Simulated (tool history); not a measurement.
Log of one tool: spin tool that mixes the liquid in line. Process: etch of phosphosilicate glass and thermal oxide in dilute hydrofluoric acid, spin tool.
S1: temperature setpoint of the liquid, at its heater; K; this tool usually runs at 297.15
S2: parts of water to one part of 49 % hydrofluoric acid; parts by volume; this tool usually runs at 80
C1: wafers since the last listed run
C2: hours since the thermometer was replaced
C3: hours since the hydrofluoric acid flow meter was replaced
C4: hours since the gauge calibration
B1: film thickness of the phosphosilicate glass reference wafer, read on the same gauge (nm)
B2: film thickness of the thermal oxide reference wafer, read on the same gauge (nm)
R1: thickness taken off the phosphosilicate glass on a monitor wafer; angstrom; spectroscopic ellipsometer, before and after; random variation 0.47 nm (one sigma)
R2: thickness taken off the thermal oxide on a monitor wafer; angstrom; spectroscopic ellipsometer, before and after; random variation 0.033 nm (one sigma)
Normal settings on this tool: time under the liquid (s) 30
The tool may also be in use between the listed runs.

run 1 hour=0 | S1=299.65 S2=80 time_under_the_liquid_(s)=30 | C1=0 C2=15 C3=794.5 C4=495.9 | B1=149.97 B2=129.985 | R1=562.9 R2=21.78
run 2 hour=32.5 | S1=297.15 S2=80 time_under_the_liquid_(s)=30 | C1=345 C2=47.5 C3=827 C4=528.4 | B1=150 B2=129.994 | R1=511.2 R2=20.36
run 3 hour=65 | S1=297.15 S2=80 time_under_the_liquid_(s)=30 | C1=345 C2=80 C3=859.5 C4=560.9 | B1=149.98 B2=129.981 | R1=505.2 R2=19.99
run 4 hour=95.4 | S1=297.15 S2=80 time_under_the_liquid_(s)=30 | C1=323 C2=110.4 C3=889.9 C4=591.3 | B1=150.01 B2=130.009 | R1=506.5 R2=20.16
run 5 hour=117.4 | S1=297.15 S2=80 time_under_the_liquid_(s)=30 | C1=233 C2=132.4 C3=911.9 C4=613.3 | B1=150 B2=129.978 | R1=506.6 R2=19.46
run 6 hour=141.5 | S1=299.65 S2=40 time_under_the_liquid_(s)=40 | C1=256 C2=156.5 C3=936 C4=637.4 | B1=150.02 B2=129.98 | R1=1595.3 R2=62.65
run 7 hour=154.9 | S1=297.15 S2=115 time_under_the_liquid_(s)=30 | C1=142 C2=169.9 C3=949.4 C4=650.8 | B1=150.01 B2=129.994 | R1=343.3 R2=13.06
run 8 hour=169 | S1=297.15 S2=40 time_under_the_liquid_(s)=30 | C1=149 C2=184 C3=963.5 C4=664.9 | B1=150 B2=130.026 | R1=1066.8 R2=42.13
run 9 hour=188.4 | S1=293.15 S2=80 time_under_the_liquid_(s)=30 | C1=206 C2=203.4 C3=982.9 C4=684.3 | B1=150.04 B2=129.994 | R1=438.2 R2=17.27
run 10 hour=252.6 | S1=301.65 S2=110 time_under_the_liquid_(s)=30 | C1=682 C2=267.6 C3=1047.1 C4=748.5 | B1=150 B2=130.009 | R1=425 R2=16.76
run 11 hour=285.5 | S1=297.15 S2=50 time_under_the_liquid_(s)=40 | C1=349 C2=300.5 C3=1080 C4=781.4 | B1=149.99 B2=129.999 | R1=1158.9 R2=45.97
-- hour=311 hydrofluoric acid flow meter replaced
run 12 hour=315.7 | S1=297.15 S2=80 time_under_the_liquid_(s)=30 | C1=310 C2=330.7 C3=4.7 C4=811.6 | B1=149.99 B2=129.993 | R1=518.8 R2=20.25
run 13 hour=340.7 | S1=295.65 S2=80 time_under_the_liquid_(s)=15 | C1=265 C2=355.7 C3=29.7 C4=836.6 | B1=150 B2=130.009 | R1=243.7 R2=9.62
run 14 hour=354.3 | S1=297.15 S2=80 time_under_the_liquid_(s)=30 | C1=144 C2=369.3 C3=43.3 C4=850.2 | B1=150 B2=129.995 | R1=521 R2=20.81
-- hour=361 gauge calibrated
run 15 hour=443.9 | S1=297.15 S2=80 time_under_the_liquid_(s)=30 | C1=952 C2=458.9 C3=132.9 C4=82.9 | B1=150.01 B2=129.984 | R1=530.3 R2=20.64
run 16 hour=460.1 | S1=295.15 S2=65 time_under_the_liquid_(s)=45 | C1=172 C2=475.1 C3=149.1 C4=99.1 | B1=149.98 B2=130.004 | R1=908.2 R2=34.99
run 17 hour=488.5 | S1=297.15 S2=100 time_under_the_liquid_(s)=30 | C1=301 C2=503.5 C3=177.5 C4=127.5 | B1=150.02 B2=129.998 | R1=409.8 R2=16.2
run 18 hour=509.9 | S1=297.15 S2=45 time_under_the_liquid_(s)=30 | C1=227 C2=524.9 C3=198.9 C4=148.9 | B1=149.98 B2=129.989 | R1=996.1 R2=37.97
run 19 hour=536.1 | S1=297.15 S2=80 time_under_the_liquid_(s)=30 | C1=278 C2=551.1 C3=225.1 C4=175.1 | B1=150 B2=130 | R1=519.7 R2=20.2
run 20 hour=558.1 | S1=297.15 S2=80 time_under_the_liquid_(s)=20 | C1=233 C2=573.1 C3=247.1 C4=197.1 | B1=150 B2=129.986 | R1=356.2 R2=13.52
run 21 hour=572.3 | S1=301.15 S2=80 time_under_the_liquid_(s)=30 | C1=150 C2=587.3 C3=261.3 C4=211.3 | B1=150.02 B2=129.999 | R1=623.9 R2=24.16
run 22 hour=589.1 | S1=297.15 S2=100 time_under_the_liquid_(s)=40 | C1=178 C2=604.1 C3=278.1 C4=228.1 | B1=150 B2=130.004 | R1=546.9 R2=21.84
run 23 hour=606.1 | S1=297.15 S2=80 time_under_the_liquid_(s)=30 | C1=180 C2=621.1 C3=295.1 C4=245.1 | B1=150.01 B2=130.006 | R1=523.8 R2=20.22
run 24 hour=633.4 | S1=297.15 S2=100 time_under_the_liquid_(s)=15 | C1=290 C2=648.4 C3=322.4 C4=272.4 | B1=149.99 B2=129.998 | R1=208.9 R2=8.1
run 25 hour=661.5 | S1=301.15 S2=80 time_under_the_liquid_(s)=45 | C1=298 C2=676.5 C3=350.5 C4=300.5 | B1=150.01 B2=129.99 | R1=937.5 R2=36.2
run 26 hour=688.7 | S1=297.15 S2=80 time_under_the_liquid_(s)=30 | C1=289 C2=703.7 C3=377.7 C4=327.7 | B1=149.98 B2=130.007 | R1=527.6 R2=21.15

Alternative continuations, all from the tool just after run 26; predict every row:
run A hour=689.1 | S1=297.15 S2=80 time_under_the_liquid_(s)=15 | C1=4 C2=704.1 C3=378.1 C4=328.1 | B1=? B2=? | R1=? R2=?
run B hour=689.1 | S1=301.15 S2=80 time_under_the_liquid_(s)=15 | C1=4 C2=704.1 C3=378.1 C4=328.1 | B1=? B2=? | R1=? R2=?
run C hour=689.1 | S1=294.15 S2=80 time_under_the_liquid_(s)=35 | C1=4 C2=704.1 C3=378.1 C4=328.1 | B1=? B2=? | R1=? R2=?
run D hour=689.1 | S1=292.15 S2=55 time_under_the_liquid_(s)=20 | C1=4 C2=704.1 C3=378.1 C4=328.1 | B1=? B2=? | R1=? R2=?

run=A B1=149.98 B2=130.009 R1=267.9 R2=10.29
run=B B1=149.98 B2=130.009 R1=313.3 R2=12.03
run=C B1=149.98 B2=130.009 R1=554.1 R2=21.27
run=D B1=149.98 B2=130.009 R1=436.9 R2=16.77
With no hidden state in the tool, these same runs would have given:
run=A R1=254 R2=9.75
run=B R1=297.5 R2=11.42
run=C R1=524.4 R2=20.13
run=D R1=412.7 R2=15.84
